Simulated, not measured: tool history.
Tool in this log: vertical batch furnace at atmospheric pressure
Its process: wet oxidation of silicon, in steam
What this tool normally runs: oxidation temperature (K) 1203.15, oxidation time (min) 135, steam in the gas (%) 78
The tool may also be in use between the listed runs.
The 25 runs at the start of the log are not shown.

| run | day | oxidation temperature (K) | oxidation time (min) | steam in the gas (%) | read-back reference wafer on the same gauge, thickness | oxide thickness on the monitor wafer (angstrom) |
|---|---|---|---|---|---|---|
| 26 | 23.554 | 1189.15 | 93.5 | 75 | 317.21 | 2183.6 |
| 27 | 24.854 | 1223.15 | 89 | 78 | 316.89 | 2977.7 |
|  | 25.421 | gauge calibrated |
| 28 | 25.638 | 1203.15 | 135 | 78 | 317.3 | 3381.5 |
|  | 26.662 | steam generator serviced |
|  | 26.912 | thermocouples replaced and temperature profile calibrated |
| 29 | 26.933 | 1203.15 | 190.5 | 78 | 317.26 | 4372.8 |
| 30 | 27.204 | 1203.15 | 135 | 78 | 317 | 3381.8 |
| 31 | 28.229 | 1221.15 | 113 | 87 | 317.2 | 3770.2 |
| 32 | 29.196 | 1185.15 | 160 | 75 | 316.99 | 3177.6 |
| 33 | 30.379 | 1203.15 | 135 | 78 | 316.82 | 3395.7 |
| 34 | 31.133 | 1193.15 | 178.5 | 85 | 317.16 | 4092.9 |
| 35 | 32.121 | 1191.15 | 72 | 78 | 317.26 | 1882.5 |
| 36 | 33.138 | 1228.15 | 135 | 78 | 317.14 | 4191.7 |
| 37 | 34.329 | 1203.15 | 135 | 78 | 317.13 | 3382.3 |

5 options for the next run, each taken on its own from the tool as it stands now. Forecast them:
| A | 34.562 | 1203.15 | 135 | 78 | ? | ? |
| B | 34.562 | 1203.15 | 135 | 69 | ? | ? |
| C | 34.562 | 1224.15 | 182.5 | 85 | ? | ? |
| D | 34.562 | 1179.15 | 190 | 78 | ? | ? |
| E | 34.562 | 1203.15 | 70.5 | 78 | ? | ? |

| run | read-back reference wafer on the same gauge, thickness | oxide thickness on the monitor wafer (angstrom) |
|---|---|---|
| A | 316.91 | 3385.4 |
| B | 316.91 | 3089.6 |
| C | 316.91 | 5278.5 |
| D | 316.91 | 3504.4 |
| E | 316.91 | 2068.6 |
Take away the tool's hidden state, keep each run's random variation, and the runs would have read:
| run | oxide thickness on the monitor wafer (angstrom) |
|---|---|
| A | 3385.4 |
| B | 3089.6 |
| C | 5278.5 |
| D | 3504.4 |
| E | 2068.6 |

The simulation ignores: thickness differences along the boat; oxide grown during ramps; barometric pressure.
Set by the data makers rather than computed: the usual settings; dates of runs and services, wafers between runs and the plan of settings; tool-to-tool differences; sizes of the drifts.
